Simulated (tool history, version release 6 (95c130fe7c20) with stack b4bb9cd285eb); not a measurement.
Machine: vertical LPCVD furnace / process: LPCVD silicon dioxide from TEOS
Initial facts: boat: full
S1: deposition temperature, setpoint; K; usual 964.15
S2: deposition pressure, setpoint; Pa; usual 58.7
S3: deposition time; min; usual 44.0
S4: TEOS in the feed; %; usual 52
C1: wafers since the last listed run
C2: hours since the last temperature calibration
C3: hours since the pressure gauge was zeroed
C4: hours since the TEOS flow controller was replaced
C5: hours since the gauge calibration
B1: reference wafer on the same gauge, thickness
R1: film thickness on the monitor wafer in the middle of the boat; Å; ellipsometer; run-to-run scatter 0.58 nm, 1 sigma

run     day      S1    S2    S3  S4    C1      C2      C3      C4      C5      B1      R1
  1   0.000  964.15  58.7  44.0  52     0  2916.2  2276.0  4159.5   604.5  283.72  2823.0
  2   2.438  964.15  58.7  44.0  52   890  2974.7  2334.5  4218.0   663.0  284.10  2810.1
  3   4.858  964.15  58.7  44.0  58   884  3032.8  2392.6  4276.1   721.1  284.15  2965.4
  4   6.033  964.15  58.7  44.0  52   429  3061.0  2420.8  4304.3   749.3  284.02  2811.2
  5   7.771  964.15  58.7  44.0  52   634  3102.7  2462.5  4346.0   791.0  283.98  2816.8
  6  10.025  973.15  58.7  44.0  52   823  3156.8  2516.6  4400.1   845.1  284.21  3482.3
  7  11.258  973.15  58.7  44.0  52   450  3186.4  2546.2  4429.7   874.7  284.05  3479.1
  8  13.017  964.15  48.7  44.0  52   642  3228.6  2588.4  4471.9   916.9  284.38  2569.8
  9  15.696  964.15  58.7  44.0  52   978  3292.9  2652.7  4536.2   981.2  283.98  2813.8
 10  18.638  964.15  58.7  44.0  52  1074  3363.5  2723.3  4606.8  1051.8  284.03  2829.2
 11  21.212  964.15  66.7  44.0  60   940  3425.3  2785.1  4668.6  1113.6  283.98  3222.2
 12  23.892  964.15  58.7  44.0  52   978  3489.6  2849.4  4732.9  1177.9  284.02  2805.8
     30.825  -- TEOS flow controller replaced
 13  31.008  964.15  58.7  44.0  52  2234  3660.4  3020.2     4.4  1348.7  283.87  2822.6
 14  33.629  952.15  53.3  38.0  58   957  3723.3  3083.1    67.3  1411.6  284.18  1847.9
 15  35.675  964.15  58.7  44.0  52   747  3772.4  3132.2   116.4  1460.7  284.03  2824.6
 16  36.712  969.15  66.0  44.0  52   378  3797.3  3157.1   141.3  1485.6  283.92  3360.3
 17  39.604  952.15  66.7  58.0  59  1056  3866.7  3226.5   210.7  1555.0  284.11  3172.8
 18  41.146  964.15  58.7  44.0  44   563  3903.7  3263.5   247.7  1592.0  284.13  2602.2
     43.042  -- gauge calibrated
 19  43.825  972.15  58.7  44.0  52   978  3968.0  3327.8   312.0    18.8  283.95  3412.9
     45.892  -- thermocouples replaced and temperature profile calibrated
 20  46.588  964.15  58.7  44.0  52   643    16.7  3394.1   378.3    85.1  284.21  2828.9
     47.704  -- pressure gauge zeroed
 21  48.125  968.15  58.7  44.0  52   196    53.6    10.1   415.2   122.0  283.90  3044.6
 22  49.579  964.15  58.7  44.0  52   531    88.5    45.0   450.1   156.9  283.85  2779.2
 23  52.454  964.15  54.0  61.5  60  1050   157.5   114.0   519.1   225.9  283.94  4002.0
 24  53.858  964.15  66.7  44.0  60   512   191.2   147.7   552.8   259.6  284.11  3178.4
 25  55.642  968.15  58.7  39.5  57   651   234.0   190.5   595.6   302.4  283.97  2873.9
 26  57.971  964.15  58.7  44.0  52   850   289.9   246.4   651.5   358.3  283.73  2769.3
 27  60.596  964.15  58.7  44.0  52   958   352.9   309.4   714.5   421.3  284.18  2776.7
 28  62.488  961.15  52.7  44.0  52   691   398.3   354.8   759.9   466.7  283.65  2453.5
 29  64.242  964.15  58.7  44.0  52   640   440.4   396.9   802.0   508.8  283.91  2768.0
 30  67.067  974.15  58.7  44.0  52  1031   508.2   464.7   869.8   576.6  283.75  3522.1

5 options for the next run, each taken on its own from the tool as it stands now. Forecast them:
  A  67.275  964.15  58.7  44.0  52  76  513.2  469.7  874.8  581.6   ?   ?
  B  67.275  964.15  68.0  44.0  52  76  513.2  469.7  874.8  581.6   ?   ?
  C  67.275  970.15  58.7  44.0  52  76  513.2  469.7  874.8  581.6   ?   ?
  D  67.275  964.15  71.3  44.0  58  76  513.2  469.7  874.8  581.6   ?   ?
  E  67.275  954.15  58.7  44.0  42  76  513.2  469.7  874.8  581.6   ?   ?

run      B1      R1
  A  283.74  2780.0
  B  283.74  2991.3
  C  283.74  3202.0
  D  283.74  3235.1
  E  283.74  1966.3
Without the tool's hidden state the same runs would have given:
run      R1
  A  2768.1
  B  2980.2
  C  3188.3
  D  3223.7
  E  1957.9
